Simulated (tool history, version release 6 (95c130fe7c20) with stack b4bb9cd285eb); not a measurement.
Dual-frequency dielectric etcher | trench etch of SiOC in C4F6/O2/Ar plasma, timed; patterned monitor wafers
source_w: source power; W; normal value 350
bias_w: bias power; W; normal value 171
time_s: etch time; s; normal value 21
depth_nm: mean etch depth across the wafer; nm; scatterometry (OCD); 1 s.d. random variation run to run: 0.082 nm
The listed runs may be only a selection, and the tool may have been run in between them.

| run | day | source_w | bias_w | time_s | wafers since the last listed run | hours since the last wet clean | hours since the last source power generator calibration | hours since the last bias power generator calibration | hours since the last upper electrode change | hours since the gauge calibration | read-back reference wafer on the same gauge, depth_nm | depth_nm |
|---|---|---|---|---|---|---|---|---|---|---|---|---|
| 1 | 0 | 350 | 171 | 21 | 0 | 180.1 | 3961.8 | 3123.2 | 5656.9 | 167.2 | 36.8 | 38.13 |
| 2 | 1.475 | 350 | 171 | 21 | 828 | 215.5 | 3997.2 | 3158.6 | 5692.3 | 202.6 | 36.77 | 38.09 |
| 3 | 2.604 | 350 | 171 | 21 | 634 | 242.6 | 4024.3 | 3185.7 | 5719.4 | 229.7 | 36.83 | 38.3 |
| 4 | 3.571 | 350 | 162 | 21 | 542 | 265.8 | 4047.5 | 3208.9 | 5742.6 | 252.9 | 36.78 | 37.34 |
|  | 4.371 | bias power generator calibrated |
| 5 | 4.475 | 350 | 162 | 21 | 414 | 287.5 | 4069.2 | 2.5 | 5764.3 | 274.6 | 36.78 | 37.62 |
| 6 | 5.071 | 350 | 171 | 21 | 334 | 301.8 | 4083.5 | 16.8 | 5778.6 | 288.9 | 36.81 | 38.02 |
| 7 | 5.708 | 350 | 171 | 21 | 357 | 317.1 | 4098.8 | 32.1 | 5793.9 | 304.2 | 36.79 | 38.05 |
|  | 6.692 | source power generator calibrated |
|  | 7.45 | upper electrode replaced |
|  | 7.892 | wet clean of the chamber |
| 8 | 7.912 | 390 | 171 | 21 | 469 | 0.5 | 29.3 | 85 | 11.1 | 357.1 | 36.79 | 39.78 |
| 9 | 7.929 | 300 | 171 | 21 | 9 | 0.9 | 29.7 | 85.4 | 11.5 | 357.5 | 36.81 | 35.84 |

Run 10 has not been measured yet. What should we expect?
|  | 8.146 | gauge calibrated |
| 10 | 8.421 | 430 | 208 | 23.5 | 276 | 12.7 | 41.5 | 97.2 | 23.3 | 6.6 | ? | ? |

{"run 10": {"read-back reference wafer on the same gauge, depth_nm": 36.78, "depth_nm": 48.88}}
Take away the tool's hidden state, keep the run-to-run variation as it was, and the same run would have given depth_nm 48.88 nm.
